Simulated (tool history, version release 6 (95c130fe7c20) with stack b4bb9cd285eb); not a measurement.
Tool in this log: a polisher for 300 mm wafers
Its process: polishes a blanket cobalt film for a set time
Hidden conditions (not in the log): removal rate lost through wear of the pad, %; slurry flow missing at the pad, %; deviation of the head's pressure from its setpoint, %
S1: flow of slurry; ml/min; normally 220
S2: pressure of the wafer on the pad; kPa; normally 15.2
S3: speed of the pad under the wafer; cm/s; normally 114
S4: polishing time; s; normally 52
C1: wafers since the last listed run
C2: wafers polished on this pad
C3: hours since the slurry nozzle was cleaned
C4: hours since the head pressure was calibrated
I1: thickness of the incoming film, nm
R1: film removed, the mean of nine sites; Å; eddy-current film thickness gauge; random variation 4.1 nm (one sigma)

| run | hour | S1 | S2 | S3 | S4 | C1 | C2 | C3 | C4 | I1 | R1 |
|---|---|---|---|---|---|---|---|---|---|---|---|
| 1 | 0 | 220 | 15.2 | 114 | 52 | 0 | 972 | 548.2 | 207.6 | 923.8 | 3098 |
| 2 | 38.5 | 220 | 15.2 | 114 | 52 | 261 | 1234 | 586.7 | 246.1 | 915.7 | 3091 |
|  | 92.2 | slurry nozzle cleaned |
| 3 | 116.2 | 220 | 15.2 | 114 | 56 | 521 | 1756 | 24 | 323.8 | 937.1 | 3165 |
| 4 | 208.6 | 220 | 15.2 | 114 | 52 | 628 | 2385 | 116.4 | 416.2 | 929.4 | 2726 |
|  | 218 | worn pad replaced by a new one |
| 5 | 248.9 | 220 | 15.2 | 114 | 52 | 246 | 210 | 156.7 | 456.5 | 939.1 | 3196 |
| 6 | 300.2 | 220 | 15.2 | 114 | 52 | 349 | 559 | 208 | 507.8 | 940.6 | 3176 |
| 7 | 400.9 | 220 | 15.2 | 114 | 42 | 685 | 1244 | 308.7 | 608.5 | 928.5 | 2520 |
| 8 | 507.5 | 270 | 15.2 | 114 | 52 | 725 | 1969 | 415.3 | 715.1 | 920.1 | 3034 |
|  | 520.4 | worn pad replaced by a new one |
| 9 | 596.1 | 270 | 15.2 | 114 | 52 | 575 | 514 | 503.9 | 803.7 | 930.2 | 3344 |
| 10 | 657 | 220 | 17.2 | 114 | 52 | 414 | 929 | 564.8 | 864.6 | 933.3 | 3720 |
|  | 681.1 | slurry nozzle cleaned |
| 11 | 751.8 | 220 | 17.2 | 114 | 52 | 638 | 1567 | 70.7 | 959.4 | 943.4 | 3589 |
| 12 | 808.9 | 265 | 15.2 | 74 | 52 | 388 | 1955 | 127.8 | 1016.5 | 915.7 | 2334 |
|  | 824.4 | worn pad replaced by a new one |
| 13 | 864.2 | 220 | 15.2 | 114 | 52 | 349 | 270 | 183.1 | 1071.8 | 940.7 | 3435 |
| 14 | 958.6 | 270 | 15.2 | 114 | 52 | 642 | 912 | 277.5 | 1166.2 | 914.5 | 3509 |
|  | 1022 | head pressure recalibrated |
| 15 | 1060.6 | 220 | 15.2 | 114 | 35 | 680 | 1593 | 379.5 | 38.6 | 927.7 | 1960 |
| 16 | 1126 | 220 | 15.2 | 136 | 52 | 444 | 2038 | 444.9 | 104 | 939.5 | 3158 |
|  | 1145.9 | worn pad replaced by a new one |
| 17 | 1213.6 | 270 | 15.2 | 104 | 52 | 568 | 460 | 532.5 | 191.6 | 940.1 | 2990 |
| 18 | 1262.5 | 220 | 13.1 | 114 | 52 | 332 | 793 | 581.4 | 240.5 | 918.5 | 2692 |
|  | 1291.7 | slurry nozzle cleaned |
| 19 | 1332.3 | 220 | 18.6 | 134 | 63 | 468 | 1261 | 40.6 | 310.3 | 920.6 | 5033 |
| 20 | 1437.2 | 220 | 15.2 | 114 | 52 | 713 | 1975 | 145.5 | 415.2 | 937.6 | 2943 |

Estimate the outcome of run 21 from the log above:
| 21 | 1505.1 | 220 | 15.2 | 114 | 68 | 461 | 2437 | 213.4 | 483.1 | 928.8 | ? |

For run 21 the tool returned R1 3526 Å.
With no hidden state in the tool, this same run would have given R1 4064 Å.
